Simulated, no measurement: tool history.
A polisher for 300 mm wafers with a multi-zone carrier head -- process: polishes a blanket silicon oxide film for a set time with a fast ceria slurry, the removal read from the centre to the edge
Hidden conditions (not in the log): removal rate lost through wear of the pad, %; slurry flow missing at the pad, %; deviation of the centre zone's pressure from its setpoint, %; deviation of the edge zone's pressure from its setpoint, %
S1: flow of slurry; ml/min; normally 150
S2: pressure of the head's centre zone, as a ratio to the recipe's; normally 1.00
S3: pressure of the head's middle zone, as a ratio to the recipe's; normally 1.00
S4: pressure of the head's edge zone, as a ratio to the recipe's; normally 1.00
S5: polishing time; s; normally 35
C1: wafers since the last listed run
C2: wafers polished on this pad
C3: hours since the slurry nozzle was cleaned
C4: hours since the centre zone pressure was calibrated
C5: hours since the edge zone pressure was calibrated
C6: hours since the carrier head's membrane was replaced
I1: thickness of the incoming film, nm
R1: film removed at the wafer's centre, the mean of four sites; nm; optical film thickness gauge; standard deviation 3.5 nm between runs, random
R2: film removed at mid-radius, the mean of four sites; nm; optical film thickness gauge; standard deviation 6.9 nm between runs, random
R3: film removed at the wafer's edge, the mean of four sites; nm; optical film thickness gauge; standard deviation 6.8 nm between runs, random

{"run": 1, "hour": 0.0, "S1": 150, "S2": 1.0, "S3": 1.0, "S4": 1.0, "S5": 35, "C1": 0, "C2": 1489, "C3": 4.9, "C4": 192.5, "C5": 1042.6, "C6": 1454.0, "I1": 1649.1, "R1": 527.8, "R2": 488.6, "R3": 511.7}
{"run": 2, "hour": 70.5, "S1": 150, "S2": 1.0, "S3": 1.0, "S4": 1.0, "S5": 35, "C1": 673, "C2": 2163, "C3": 75.4, "C4": 263.0, "C5": 1113.1, "C6": 1524.5, "I1": 1640.6, "R1": 527.3, "R2": 498.6, "R3": 510.4}
{"hour": 97.6, "done": "worn pad replaced by a new one"}
{"run": 3, "hour": 135.0, "S1": 150, "S2": 1.0, "S3": 1.0, "S4": 1.0, "S5": 35, "C1": 577, "C2": 357, "C3": 139.9, "C4": 327.5, "C5": 1177.6, "C6": 1589.0, "I1": 1617.5, "R1": 545.4, "R2": 497.3, "R3": 513.9}
{"run": 4, "hour": 174.8, "S1": 150, "S2": 1.0, "S3": 1.0, "S4": 1.0, "S5": 35, "C1": 380, "C2": 737, "C3": 179.7, "C4": 367.3, "C5": 1217.4, "C6": 1628.8, "I1": 1614.0, "R1": 537.6, "R2": 494.1, "R3": 516.5}
{"hour": 216.5, "done": "slurry nozzle cleaned"}
{"run": 5, "hour": 223.4, "S1": 150, "S2": 1.0, "S3": 1.0, "S4": 1.0, "S5": 35, "C1": 454, "C2": 1192, "C3": 6.9, "C4": 415.9, "C5": 1266.0, "C6": 1677.4, "I1": 1609.3, "R1": 564.2, "R2": 515.9, "R3": 529.8}
{"run": 6, "hour": 251.0, "S1": 150, "S2": 1.0, "S3": 1.0, "S4": 1.0, "S5": 35, "C1": 263, "C2": 1456, "C3": 34.5, "C4": 443.5, "C5": 1293.6, "C6": 1705.0, "I1": 1636.5, "R1": 563.3, "R2": 509.5, "R3": 511.3}
{"hour": 304.4, "done": "centre zone pressure recalibrated"}
{"run": 7, "hour": 304.9, "S1": 150, "S2": 1.0, "S3": 1.0, "S4": 1.0, "S5": 35, "C1": 495, "C2": 1951, "C3": 88.4, "C4": 0.5, "C5": 1347.5, "C6": 1758.9, "I1": 1653.7, "R1": 515.3, "R2": 496.2, "R3": 511.5}
{"hour": 343.2, "done": "worn pad replaced by a new one"}
{"run": 8, "hour": 367.3, "S1": 150, "S2": 1.0, "S3": 1.0, "S4": 1.0, "S5": 35, "C1": 557, "C2": 229, "C3": 150.8, "C4": 62.9, "C5": 1409.9, "C6": 1821.3, "I1": 1626.4, "R1": 520.0, "R2": 484.0, "R3": 509.2}
{"run": 9, "hour": 433.9, "S1": 150, "S2": 1.0, "S3": 1.0, "S4": 1.0, "S5": 35, "C1": 636, "C2": 866, "C3": 217.4, "C4": 129.5, "C5": 1476.5, "C6": 1887.9, "I1": 1637.1, "R1": 525.3, "R2": 506.2, "R3": 522.7}
{"hour": 450.3, "done": "slurry nozzle cleaned"}
{"hour": 467.5, "done": "edge zone pressure recalibrated"}
{"run": 10, "hour": 495.7, "S1": 195, "S2": 0.94, "S3": 1.0, "S4": 1.0, "S5": 35, "C1": 561, "C2": 1427, "C3": 45.4, "C4": 191.3, "C5": 28.2, "C6": 1949.7, "I1": 1641.7, "R1": 508.1, "R2": 527.4, "R3": 538.1}
{"run": 11, "hour": 521.8, "S1": 100, "S2": 1.1, "S3": 1.0, "S4": 1.0, "S5": 30, "C1": 249, "C2": 1677, "C3": 71.5, "C4": 217.4, "C5": 54.3, "C6": 1975.8, "I1": 1629.4, "R1": 460.2, "R2": 389.4, "R3": 413.1}
{"hour": 546.6, "done": "worn pad replaced by a new one"}
{"run": 12, "hour": 547.3, "S1": 130, "S2": 0.93, "S3": 1.0, "S4": 1.04, "S5": 39, "C1": 205, "C2": 6, "C3": 97.0, "C4": 242.9, "C5": 79.8, "C6": 2001.3, "I1": 1637.9, "R1": 537.8, "R2": 554.1, "R3": 567.8}
{"run": 13, "hour": 573.2, "S1": 150, "S2": 1.0, "S3": 1.0, "S4": 1.0, "S5": 35, "C1": 247, "C2": 253, "C3": 122.9, "C4": 268.8, "C5": 105.7, "C6": 2027.2, "I1": 1657.1, "R1": 528.8, "R2": 491.7, "R3": 518.6}
{"hour": 605.8, "done": "carrier head's membrane replaced by a new one"}
{"run": 14, "hour": 638.9, "S1": 130, "S2": 1.0, "S3": 1.0, "S4": 1.0, "S5": 35, "C1": 579, "C2": 833, "C3": 188.6, "C4": 334.5, "C5": 171.4, "C6": 33.1, "I1": 1616.1, "R1": 529.2, "R2": 492.6, "R3": 503.5}
{"hour": 700.2, "done": "slurry nozzle cleaned"}
{"run": 15, "hour": 701.7, "S1": 135, "S2": 1.0, "S3": 1.0, "S4": 1.07, "S5": 23, "C1": 590, "C2": 1423, "C3": 1.5, "C4": 397.3, "C5": 234.2, "C6": 95.9, "I1": 1614.8, "R1": 357.7, "R2": 318.4, "R3": 348.1}
{"hour": 731.2, "done": "centre zone pressure recalibrated"}
{"run": 16, "hour": 756.2, "S1": 195, "S2": 1.0, "S3": 1.0, "S4": 1.0, "S5": 30, "C1": 501, "C2": 1925, "C3": 56.0, "C4": 25.0, "C5": 288.7, "C6": 150.4, "I1": 1630.2, "R1": 463.5, "R2": 441.1, "R3": 457.5}
{"hour": 790.5, "done": "worn pad replaced by a new one"}
{"run": 17, "hour": 825.6, "S1": 110, "S2": 1.0, "S3": 1.0, "S4": 1.0, "S5": 35, "C1": 624, "C2": 335, "C3": 125.4, "C4": 94.4, "C5": 358.1, "C6": 219.8, "I1": 1633.3, "R1": 486.9, "R2": 490.2, "R3": 495.3}
{"run": 18, "hour": 894.5, "S1": 150, "S2": 1.0, "S3": 0.96, "S4": 0.91, "S5": 35, "C1": 658, "C2": 993, "C3": 194.3, "C4": 163.3, "C5": 427.0, "C6": 288.7, "I1": 1614.8, "R1": 523.6, "R2": 488.8, "R3": 494.0}
{"hour": 927.3, "done": "slurry nozzle cleaned"}
{"run": 19, "hour": 927.8, "S1": 195, "S2": 0.94, "S3": 1.0, "S4": 1.0, "S5": 35, "C1": 308, "C2": 1301, "C3": 0.5, "C4": 196.6, "C5": 460.3, "C6": 322.0, "I1": 1666.1, "R1": 517.3, "R2": 519.8, "R3": 530.7}
{"run": 20, "hour": 972.8, "S1": 150, "S2": 1.0, "S3": 1.0, "S4": 1.0, "S5": 35, "C1": 429, "C2": 1731, "C3": 45.5, "C4": 241.6, "C5": 505.3, "C6": 367.0, "I1": 1636.5, "R1": 533.7, "R2": 513.2, "R3": 508.9}
{"hour": 988.0, "done": "worn pad replaced by a new one"}
{"run": 21, "hour": 1029.4, "S1": 150, "S2": 0.97, "S3": 1.0, "S4": 1.0, "S5": 35, "C1": 502, "C2": 395, "C3": 102.1, "C4": 298.2, "C5": 561.9, "C6": 423.6, "I1": 1630.2, "R1": 518.5, "R2": 508.3, "R3": 511.3}

Hidden state at the last listed run before each entry between runs and at the first one after, where it differs:
Runs 2 to 3: worn pad replaced by a new one (hour 97.6)
  deviation of the centre zone's pressure from its setpoint, %: 2.98 -> 4.56
  the result without the hidden state subtracted from the measured one, R1: +15.4 -> +24.0 nm
Runs 4 to 5: slurry nozzle cleaned (hour 216.5)
  deviation of the centre zone's pressure from its setpoint, %: 5.71 -> 7.29
  the result without the hidden state subtracted from the measured one, R1: +29.3 -> +38.6 nm
Runs 6 to 7: centre zone pressure recalibrated (hour 304.4)
  deviation of the centre zone's pressure from its setpoint, %: 8.28 -> -0.281
  the result without the hidden state subtracted from the measured one, R1: +43.4 -> -1.5 nm
Runs 7 to 8: worn pad replaced by a new one (hour 343.2)
  deviation of the centre zone's pressure from its setpoint, %: -0.281 -> -0.117
  the result without the hidden state subtracted from the measured one, R1: -1.5 -> -0.6 nm
Runs 9 to 10: slurry nozzle cleaned (hour 450.3); edge zone pressure recalibrated (hour 467.5)
  deviation of the centre zone's pressure from its setpoint, %: 0.416 -> 1.24
  the result without the hidden state subtracted from the measured one, R1: +2.2 -> +6.3 nm
Runs 11 to 12: worn pad replaced by a new one (hour 546.6)
  deviation of the centre zone's pressure from its setpoint, %: 1.68 -> 2.17
  the result without the hidden state subtracted from the measured one, R1: +7.6 -> +11.5 nm
Runs 13 to 14: carrier head's membrane replaced by a new one (hour 605.8)
  deviation of the centre zone's pressure from its setpoint, %: 2.72 -> 4.37
  the result without the hidden state subtracted from the measured one, R1: +14.1 -> +22.3 nm
Runs 14 to 15: slurry nozzle cleaned (hour 700.2)
  deviation of the centre zone's pressure from its setpoint, %: 4.37 -> 6.28
  the result without the hidden state subtracted from the measured one, R1: +22.3 -> +21.3 nm
Runs 15 to 16: centre zone pressure recalibrated (hour 731.2)
  deviation of the centre zone's pressure from its setpoint, %: 6.28 -> -0.137
  the result without the hidden state subtracted from the measured one, R1: +21.3 -> -0.6 nm
Runs 16 to 17: worn pad replaced by a new one (hour 790.5)
  deviation of the centre zone's pressure from its setpoint, %: -0.137 -> 0.208
  the result without the hidden state subtracted from the measured one, R1: -0.6 -> +1.0 nm
Runs 18 to 19: slurry nozzle cleaned (hour 927.3)
  deviation of the centre zone's pressure from its setpoint, %: 0.946 -> 1.44
  the result without the hidden state subtracted from the measured one, R1: +4.9 -> +7.4 nm
Runs 20 to 21: worn pad replaced by a new one (hour 988.0)
  deviation of the centre zone's pressure from its setpoint, %: 2.26 -> 3.53
  the result without the hidden state subtracted from the measured one, R1: +11.9 -> +17.9 nm

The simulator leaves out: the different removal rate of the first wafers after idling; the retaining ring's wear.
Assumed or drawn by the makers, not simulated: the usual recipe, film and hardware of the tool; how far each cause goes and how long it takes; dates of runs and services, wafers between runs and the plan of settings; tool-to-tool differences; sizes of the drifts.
